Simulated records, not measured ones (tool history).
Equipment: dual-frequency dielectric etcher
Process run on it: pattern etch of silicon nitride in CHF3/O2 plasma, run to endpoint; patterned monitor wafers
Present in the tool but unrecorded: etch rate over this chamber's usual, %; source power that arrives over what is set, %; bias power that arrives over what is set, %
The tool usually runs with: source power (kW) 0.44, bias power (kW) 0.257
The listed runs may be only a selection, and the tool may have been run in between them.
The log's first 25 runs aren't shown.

run	hour	source power (kW)	bias power (kW)	wafers since the last listed run	hours since the last wet clean	hours since the last source power generator calibration	hours since the last bias power generator calibration	hours since the last upper electrode change	incoming incoming film thickness, nm	endpoint time (s)
26	348.5	0.41	0.318	156	166.7	125.5	197.3	193.7	76.1	54.9
27	356.5	0.44	0.229	115	174.7	133.5	205.3	201.7	76.2	57.5
28	369.4	0.41	0.297	186	187.6	146.4	218.2	214.6	76.4	55.9
29	378.9	0.55	0.28	137	197.1	155.9	227.7	224.1	76	48.3
30	392.6	0.44	0.204	198	210.8	169.6	241.4	237.8	76.5	59.5
31	405.4	0.44	0.257	185	223.6	182.4	254.2	250.6	75.9	55.9
32	412.4	0.44	0.257	101	230.6	189.4	261.2	257.6	76.3	56.2
33	422.4	0.41	0.235	144	240.6	199.4	271.2	267.6	76.3	59.9
34	432.2	0.44	0.257	141	250.4	209.2	281	277.4	77	57.1

Alternative continuations, all from the tool just after run 34; predict every row:
A	432.6	0.44	0.22	5	250.8	209.6	281.4	277.8	75.9	?
B	432.6	0.44	0.303	5	250.8	209.6	281.4	277.8	75.9	?
C	432.6	0.35	0.315	5	250.8	209.6	281.4	277.8	75.9	?
D	432.6	0.38	0.194	5	250.8	209.6	281.4	277.8	75.9	?
E	432.6	0.39	0.316	5	250.8	209.6	281.4	277.8	75.9	?

run	endpoint time (s)
A	58.1
B	53.8
C	61.7
D	65.5
E	57.4
With the hidden condition removed and each run's random variation left untouched, the same runs would have given:
run	endpoint time (s)
A	56.1
B	52
C	59.7
D	63.3
E	55.4
